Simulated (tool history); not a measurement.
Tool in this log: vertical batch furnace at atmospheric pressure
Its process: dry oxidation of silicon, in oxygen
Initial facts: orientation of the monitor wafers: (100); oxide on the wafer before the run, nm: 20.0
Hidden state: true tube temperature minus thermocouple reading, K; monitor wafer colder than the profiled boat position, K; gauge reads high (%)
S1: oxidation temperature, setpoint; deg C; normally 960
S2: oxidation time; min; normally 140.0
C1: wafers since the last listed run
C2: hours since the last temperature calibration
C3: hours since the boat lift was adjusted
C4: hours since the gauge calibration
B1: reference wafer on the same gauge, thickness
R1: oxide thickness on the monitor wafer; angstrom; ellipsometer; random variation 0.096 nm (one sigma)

run	hour	S1	S2	C1	C2	C3	C4	B1	R1
1	0.0	960	140.0	0	1681.8	2975.4	47.7	66.69	665.7
2	19.3	960	140.0	230	1701.1	2994.7	67.0	66.69	665.6
3	35.1	960	140.0	188	1716.9	3010.5	82.8	66.65	667.0
4	46.2	941	104.5	132	1728.0	3021.6	93.9	66.66	491.8
5	63.2	978	167.0	202	1745.0	3038.6	110.9	66.73	836.6
6	83.5	978	167.0	242	1765.3	3058.9	131.2	66.71	837.0
7	95.2	978	167.0	139	1777.0	3070.6	142.9	66.69	834.5
8	109.4	960	160.0	169	1791.2	3084.8	157.1	66.70	723.5
# hour 177.6: boat lift adjusted
9	178.1	946	116.0	532	1859.9	0.5	225.8	66.68	541.1
# hour 183.0: gauge calibrated
# hour 211.2: thermocouples replaced and temperature profile calibrated
10	211.7	984	98.5	114	0.5	34.1	28.7	66.67	606.0
11	216.8	960	140.0	60	5.6	39.2	33.8	66.70	646.1
12	234.3	982	70.5	208	23.1	56.7	51.3	66.72	492.6
13	255.8	960	140.0	256	44.6	78.2	72.8	66.72	648.9
14	277.4	985	140.0	257	66.2	99.8	94.4	66.71	760.6

For each run, what was the tool's unlogged condition?
monitor wafer colder than the profiled boat position, K: 0 at every run
gauge reads high (%): 0 at every run
H1: true tube temperature minus thermocouple reading, K
run	H1
1	5.58
2	5.59
3	5.6
4	5.6
5	5.61
6	5.62
7	5.62
8	5.63
9	5.65
10	0.536
11	0.584
12	0.744
13	0.933
14	1.12
